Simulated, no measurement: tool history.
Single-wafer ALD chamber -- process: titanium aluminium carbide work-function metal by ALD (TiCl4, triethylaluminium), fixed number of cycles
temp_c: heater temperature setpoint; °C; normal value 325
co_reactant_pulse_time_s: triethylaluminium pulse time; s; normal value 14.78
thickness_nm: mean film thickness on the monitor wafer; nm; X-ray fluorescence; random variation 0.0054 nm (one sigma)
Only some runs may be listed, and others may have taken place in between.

run	hour	temp_c	co_reactant_pulse_time_s	wafers since the last listed run	hours since the last thermocouple change	hours since the last triethylaluminium bottle change	hours since the showerhead was replaced	hours since the gauge calibration	read-back reference wafer on the same gauge, thickness_nm	thickness_nm
1	0	325	14.78	0	1738.2	1686.6	3428.4	31.8	2.18	2.071
2	13.2	313	14.78	147	1751.4	1699.8	3441.6	45	2.18	1.954
3	34.1	325	14.78	234	1772.3	1720.7	3462.5	65.9	2.179	2.062
4	69	325	14.78	390	1807.2	1755.6	3497.4	100.8	2.179	2.06
5	92.7	325	12.27	265	1830.9	1779.3	3521.1	124.5	2.18	1.976
6	113.1	325	14.78	228	1851.3	1799.7	3541.5	144.9	2.179	2.05
# hour 137.7: triethylaluminium bottle replaced
7	138.2	325	14.78	191	1876.4	0.5	3566.6	170	2.18	2.149
8	153.2	325	14.78	168	1891.4	15.5	3581.6	185	2.178	2.148
# hour 161.9: thermocouple changed; heater temperature recalibrated
9	188.8	325	14.78	309	26.9	51.1	3617.2	220.6	2.18	2.142
10	213.6	325	14.78	277	51.7	75.9	3642	245.4	2.179	2.154
11	242.5	319	10.65	323	80.6	104.8	3670.9	274.3	2.179	2.021
12	267.4	321	14.78	278	105.5	129.7	3695.8	299.2	2.181	2.111
13	284	325	14.78	185	122.1	146.3	3712.4	315.8	2.179	2.134
# hour 294.1: gauge calibrated
# hour 295.1: showerhead replaced
14	312.1	335	14.78	225	150.2	174.4	17	18	2.18	2.234
15	330.6	312	20.45	207	168.7	192.9	35.5	36.5	2.179	2.026
16	343.7	334	14.78	146	181.8	206	48.6	49.6	2.181	2.221
17	359.2	314	12.16	173	197.3	221.5	64.1	65.1	2.18	2.011
18	392.2	317	17.49	369	230.3	254.5	97.1	98.1	2.18	2.077
19	424.3	330	13.18	359	262.4	286.6	129.2	130.2	2.179	2.171

5 ways to go on from here, each from the tool as it stands after run 19. What would each give?
A	424.7	325	14.78	4	262.8	287	129.6	130.6	?	?
B	424.7	316	16.91	4	262.8	287	129.6	130.6	?	?
C	424.7	314	10.71	4	262.8	287	129.6	130.6	?	?
D	424.7	321	20.58	4	262.8	287	129.6	130.6	?	?
E	424.7	319	14.78	4	262.8	287	129.6	130.6	?	?

run	read-back reference wafer on the same gauge, thickness_nm	thickness_nm
A	2.182	2.14
B	2.182	2.064
C	2.182	1.966
D	2.182	2.121
E	2.182	2.082
With no hidden state in the tool, these same runs would have given:
run	thickness_nm
A	2.15
B	2.069
C	1.995
D	2.123
E	2.092
